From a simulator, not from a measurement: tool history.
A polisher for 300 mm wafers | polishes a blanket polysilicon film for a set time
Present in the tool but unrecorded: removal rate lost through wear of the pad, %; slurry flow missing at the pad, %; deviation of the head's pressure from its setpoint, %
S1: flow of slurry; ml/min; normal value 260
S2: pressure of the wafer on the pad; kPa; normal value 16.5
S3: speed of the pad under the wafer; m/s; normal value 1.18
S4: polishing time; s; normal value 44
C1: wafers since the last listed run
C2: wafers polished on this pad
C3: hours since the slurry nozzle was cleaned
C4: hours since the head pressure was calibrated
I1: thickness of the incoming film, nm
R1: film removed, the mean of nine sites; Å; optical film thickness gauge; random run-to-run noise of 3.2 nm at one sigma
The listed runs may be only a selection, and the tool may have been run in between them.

run      day   S1    S2    S3  S4    C1    C2     C3      C4      I1    R1
  1    0.000  260  16.5  1.18  44     0  6381  547.2   763.8  1116.8  4268
  2    2.162  260  16.5  1.18  44   662  7043  599.1   815.7  1100.6  4305
  3    4.604  260  16.5  1.18  44   747  7791  657.7   874.3  1089.8  4341
       8.150  -- worn pad replaced by a new one
  4    8.167  260  16.5  1.18  44  1039     4  743.2   959.8  1105.5  4363
      10.388  -- head pressure recalibrated
  5   10.488  260  16.5  1.18  44   685   689  798.9     2.4  1107.2  4224
  6   13.892  260  16.5  1.18  44  1042  1732  880.6    84.1  1090.5  4232
      16.046  -- slurry nozzle cleaned
  7   16.604  260  16.5  1.28  44   817  2549   13.4   149.2  1131.3  4544
  8   20.408  260  15.2  1.50  44  1164  3714  104.7   240.5  1117.7  4963
  9   22.204  260  15.2  1.50  44   549  4264  147.8   283.6  1091.4  4941
 10   24.550  260  15.2  1.50  44   718  4982  204.1   339.9  1129.1  4998
 11   28.233  260  16.5  1.18  44  1127  6109  292.5   428.3  1117.1  4260
 12   32.512  260  16.5  1.18  44  1310  7419  395.2   531.0  1099.2  4353
 13   35.200  205  13.1  1.00  44   822  8242  459.7   595.5  1099.9  2804
      36.788  -- worn pad replaced by a new one
 14   39.450  260  16.5  1.18  44  1250   814  561.7   697.5  1104.4  4324
 15   43.421  260  16.5  1.00  37  1215  2030  657.0   792.8  1128.1  3061
      46.321  -- slurry nozzle cleaned
 16   46.575  260  16.5  1.18  32   952  2983    6.1   868.5  1121.5  3145
 17   50.462  260  19.3  1.18  44  1190  4173   99.4   961.8  1120.7  5136
 18   52.271  260  16.5  0.82  40   553  4727  142.8  1005.2  1109.9  2733
 19   54.804  190  16.5  1.42  39   775  5502  203.6  1066.0  1114.0  4540
      56.229  -- head pressure recalibrated
 20   57.554  225  16.5  1.18  44   816  6319  269.6    31.8  1110.9  4182
 21   60.533  260  16.5  1.18  44   912  7231  341.1   103.3  1115.8  4236
 22   63.750  205  16.5  1.42  58   984  8216  418.3   180.5  1104.2  6529
      64.275  -- worn pad replaced by a new one
 23   68.104  260  16.5  1.18  44  1281  1172  522.8   285.0  1116.6  4222
 24   71.888  260  16.5  1.18  34  1158  2330  613.6   375.8  1123.9  3280
 25   73.979  285  16.5  1.18  29   640  2970  663.8   426.0  1117.3  2818
 26   75.975  260  16.5  1.18  44   611  3581  711.7   473.9  1108.2  4188
 27   77.825  260  20.7  0.90  44   566  4148  756.1   518.3  1117.6  4061
 28   81.996  260  16.5  1.18  36  1276  5424  856.2   618.4  1107.0  3472
      83.508  -- slurry nozzle cleaned
 29   85.596  260  16.5  1.18  44  1089  6514   50.1   704.8  1129.4  4271
 30   89.017  260  16.5  1.18  44  1047  7561  132.2   786.9  1120.0  4280
 31   91.083  260  16.5  1.18  57   632  8194  181.8   836.5  1125.7  5644
      91.562  -- worn pad replaced by a new one
 32   95.179  185  19.3  1.38  36  1202  1107  280.1   934.8  1104.3  4637
 33   99.196  205  14.5  1.18  44  1229  2337  376.5  1031.2  1098.0  3762
     100.312  -- head pressure recalibrated
 34  102.204  260  16.5  1.18  30   895  3232  448.7    45.4  1092.0  2931
 35  104.588  260  16.5  1.18  34   729  3962  505.9   102.6  1105.0  3263
 36  107.796  260  15.2  1.18  44   982  4944  582.9   179.6  1107.9  3882

Branching from run 36: 5 alternative next runs. What would each branch give?
  A  107.812  260  16.5  1.18  44   5  4949  583.3  180.0  1103.9   ?
  B  107.812  230  16.5  1.58  54   5  4949  583.3  180.0  1103.9   ?
  C  107.812  260  12.4  1.18  44   5  4949  583.3  180.0  1103.9   ?
  D  107.812  195  17.9  0.88  36   5  4949  583.3  180.0  1103.9   ?
  E  107.812  185  16.5  1.18  44   5  4949  583.3  180.0  1103.9   ?

run    R1
  A  4244
  B  6881
  C  3183
  D  2711
  E  4071
Stripped of hidden state, with their random variation kept, the same runs would have yielded:
run    R1
  A  4224
  B  6848
  C  3168
  D  2698
  E  4052

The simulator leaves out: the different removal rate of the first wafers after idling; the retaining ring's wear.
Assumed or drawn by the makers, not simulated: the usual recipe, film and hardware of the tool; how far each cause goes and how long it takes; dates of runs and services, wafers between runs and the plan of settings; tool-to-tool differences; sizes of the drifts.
